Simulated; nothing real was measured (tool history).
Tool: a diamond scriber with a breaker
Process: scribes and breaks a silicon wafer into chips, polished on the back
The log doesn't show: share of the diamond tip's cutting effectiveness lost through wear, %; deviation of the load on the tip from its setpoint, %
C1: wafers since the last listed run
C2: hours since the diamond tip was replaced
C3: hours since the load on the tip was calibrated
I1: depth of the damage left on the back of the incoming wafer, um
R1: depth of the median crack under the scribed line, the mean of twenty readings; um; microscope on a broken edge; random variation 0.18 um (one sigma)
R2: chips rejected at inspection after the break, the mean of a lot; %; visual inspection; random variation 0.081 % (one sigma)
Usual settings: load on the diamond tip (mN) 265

Run 1, day 0: usual settings; C1 0; C2 771.1; C3 1346.1; I1 0.03. Result: R1 11.91 um, R2 1.07 %.
Run 2, day 1.304: usual settings; C1 89; C2 802.4; C3 1377.4; I1 0.03. Result: R1 11.88 um, R2 1.12 %.
Run 3, day 2.538: usual settings; C1 84; C2 832; C3 1407; I1 0.04. Result: R1 11.94 um, R2 1.17 %.
Run 4, day 3.146: usual settings but load on the diamond tip (mN) 221; C1 41; C2 846.6; C3 1421.6; I1 0.02. Result: R1 11.33 um, R2 2.9 %.
Run 5, day 4.246: usual settings but load on the diamond tip (mN) 221; C1 75; C2 873; C3 1448; I1 0.04. Result: R1 11.08 um, R2 3.05 %.
Run 6, day 4.867: usual settings; C1 42; C2 887.9; C3 1462.9; I1 0.05. Result: R1 12.16 um, R2 1 %.
Run 7, day 5.396: usual settings; C1 36; C2 900.6; C3 1475.6; I1 0.05. Result: R1 12.01 um, R2 1.12 %.
Run 8, day 6.438: usual settings; C1 71; C2 925.6; C3 1500.6; I1 0.04. Result: R1 12.24 um, R2 0.96 %.
Run 9, day 7.738: usual settings but load on the diamond tip (mN) 238; C1 89; C2 956.8; C3 1531.8; I1 0.03. Result: R1 11.63 um, R2 1.83 %.
Run 10, day 8.325: usual settings but load on the diamond tip (mN) 304; C1 40; C2 970.9; C3 1545.9; I1 0.01. Result: R1 12.47 um, R2 2.57 %.
At day 9.138: diamond tip replaced by a new one.
At day 9.138: load on the tip recalibrated.
Run 11, day 9.196: usual settings but load on the diamond tip (mN) 313; C1 53; C2 1.4; C3 1.4; I1 0.03. Result: R1 13.01 um, R2 3.11 %.
Run 12, day 10.575: usual settings but load on the diamond tip (mN) 195; C1 94; C2 34.5; C3 34.5; I1 0.05. Result: R1 10.74 um, R2 6.44 %.
Run 13, day 11.842: usual settings; C1 86; C2 64.9; C3 64.9; I1 0.03. Result: R1 11.99 um, R2 1.14 %.
Run 14, day 12.442: usual settings but load on the diamond tip (mN) 287; C1 41; C2 79.3; C3 79.3; I1 0.01. Result: R1 12.36 um, R2 1.41 %.
Run 15, day 13.475: usual settings but load on the diamond tip (mN) 314; C1 70; C2 104.1; C3 104.1; I1 0.05. Result: R1 12.62 um, R2 3.25 %.
Run 16, day 14.788: usual settings but load on the diamond tip (mN) 221; C1 89; C2 135.6; C3 135.6; I1 0.01. Result: R1 10.91 um, R2 2.68 %.
Run 17, day 16.642: usual settings but load on the diamond tip (mN) 221; C1 127; C2 180.1; C3 180.1; I1 0.02. Result: R1 11.22 um, R2 3.04 %.
Run 18, day 17.65: usual settings; C1 69; C2 204.3; C3 204.3; I1 0.05. Result: R1 12.3 um, R2 1.05 %.
Run 19, day 18.442: usual settings but load on the diamond tip (mN) 302; C1 54; C2 223.3; C3 223.3; I1 0.01. Result: R1 12.26 um, R2 2.31 %.

Forecast each of these 5 alternatives for the next run:
Run A, day 18.471: usual settings; C1 1; C2 224; C3 224; I1 0.04. Result: R1 ?, R2 ?.
Run B, day 18.471: usual settings but load on the diamond tip (mN) 325; C1 1; C2 224; C3 224; I1 0.04. Result: R1 ?, R2 ?.
Run C, day 18.471: usual settings but load on the diamond tip (mN) 309; C1 1; C2 224; C3 224; I1 0.04. Result: R1 ?, R2 ?.
Run D, day 18.471: usual settings but load on the diamond tip (mN) 241; C1 1; C2 224; C3 224; I1 0.04. Result: R1 ?, R2 ?.
Run E, day 18.471: usual settings but load on the diamond tip (mN) 223; C1 1; C2 224; C3 224; I1 0.04. Result: R1 ?, R2 ?.

run     R1    R2
  A  12.23  0.99
  B   13.3  3.58
  C  13.02  2.44
  D  11.78   1.5
  E  11.45  2.59
Without the tool's hidden state the same runs would have given:
run     R1    R2
  A  12.23  0.99
  B   13.3  3.58
  C  13.02  2.44
  D  11.78   1.5
  E  11.45  2.59
